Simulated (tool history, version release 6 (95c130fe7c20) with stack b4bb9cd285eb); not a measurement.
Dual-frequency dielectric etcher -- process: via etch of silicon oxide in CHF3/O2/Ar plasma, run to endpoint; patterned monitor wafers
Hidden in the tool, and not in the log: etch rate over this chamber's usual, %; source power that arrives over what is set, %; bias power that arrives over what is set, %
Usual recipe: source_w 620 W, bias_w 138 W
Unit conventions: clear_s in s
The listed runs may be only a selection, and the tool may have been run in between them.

run	hour	source_w	bias_w	wafers since the last listed run	hours since the last wet clean	hours since the last source power generator calibration	hours since the last bias power generator calibration	hours since the last upper electrode change	incoming incoming film thickness, nm	clear_s
1	0	620	148	0	458.4	2700.4	2387.6	2482.5	491.5	261.2
2	14.3	710	116	85	472.7	2714.7	2401.9	2496.8	496.2	261.1
3	25.3	710	116	65	483.7	2725.7	2412.9	2507.8	500.7	265.4
4	47.6	620	138	133	506	2748	2435.2	2530.1	497.4	266.2
5	84.2	620	138	218	542.6	2784.6	2471.8	2566.7	502.7	267.4
# hour 108.3: wet clean of the chamber
# hour 131.7: upper electrode replaced
6	132.2	620	130	3	23.9	2832.6	2519.8	0.5	501.6	285.6
7	132.6	560	124	2	24.3	2833	2520.2	0.9	493.9	304.4
8	133	740	157	2	24.7	2833.4	2520.6	1.3	496.5	243.4
9	136.7	740	157	22	28.4	2837.1	2524.3	5	496.9	244.5
10	145.7	620	138	53	37.4	2846.1	2533.3	14	500	280.6
11	155.8	620	138	60	47.5	2856.2	2543.4	24.1	496.6	278.8
12	168.4	620	138	75	60.1	2868.8	2556	36.7	499	279.3
13	184.6	620	138	96	76.3	2885	2572.2	52.9	491	274.2
# hour 196.6: bias power generator calibrated
14	199	490	150	62	90.7	2899.4	2.4	67.3	495.7	308.4
15	210.4	520	114	68	102.1	2910.8	13.8	78.7	491.5	320.6
# hour 223.3: source power generator calibrated
16	223.8	680	108	56	115.5	0.5	27.2	92.1	501.9	290.4
17	234.8	620	123	65	126.5	11.5	38.2	103.1	495.6	286.2
18	241.5	620	130	40	133.2	18.2	44.9	109.8	492.6	279.3
19	253.8	620	138	73	145.5	30.5	57.2	122.1	489.5	273.2
20	266.9	520	114	78	158.6	43.6	70.3	135.2	502.3	324.9
21	276	620	138	54	167.7	52.7	79.4	144.3	499.9	275.5
22	293.4	580	120	103	185.1	70.1	96.8	161.7	497.9	299.2
23	309.2	770	138	94	200.9	85.9	112.6	177.5	496.7	248.3
24	322.2	690	148	77	213.9	98.9	125.6	190.5	493.4	253
25	333.7	480	138	68	225.4	110.4	137.1	202	501	318.9
26	342.2	720	138	50	233.9	118.9	145.6	210.5	497.5	253.5

Take each entry between the runs: how does the hidden state at the last listed run before it differ from the hidden state at the first listed run after it?
Run 5 -> run 6: wet clean of the chamber (hour 108.3); upper electrode replaced (hour 131.7)
  etch rate over this chamber's usual, %: 4.77 -> -0.151
  what was measured, less what the result would be without the hidden state, clear_s: -12.7 -> +0.4 s
Run 13 -> run 14: bias power generator calibrated (hour 196.6)
  etch rate over this chamber's usual, %: 0.337 -> 0.472
  what was measured, less what the result would be without the hidden state, clear_s: -0.9 -> -1.5 s
Run 15 -> run 16: source power generator calibrated (hour 223.3)
  etch rate over this chamber's usual, %: 0.578 -> 0.703
  what was measured, less what the result would be without the hidden state, clear_s: -1.9 -> -2.1 s

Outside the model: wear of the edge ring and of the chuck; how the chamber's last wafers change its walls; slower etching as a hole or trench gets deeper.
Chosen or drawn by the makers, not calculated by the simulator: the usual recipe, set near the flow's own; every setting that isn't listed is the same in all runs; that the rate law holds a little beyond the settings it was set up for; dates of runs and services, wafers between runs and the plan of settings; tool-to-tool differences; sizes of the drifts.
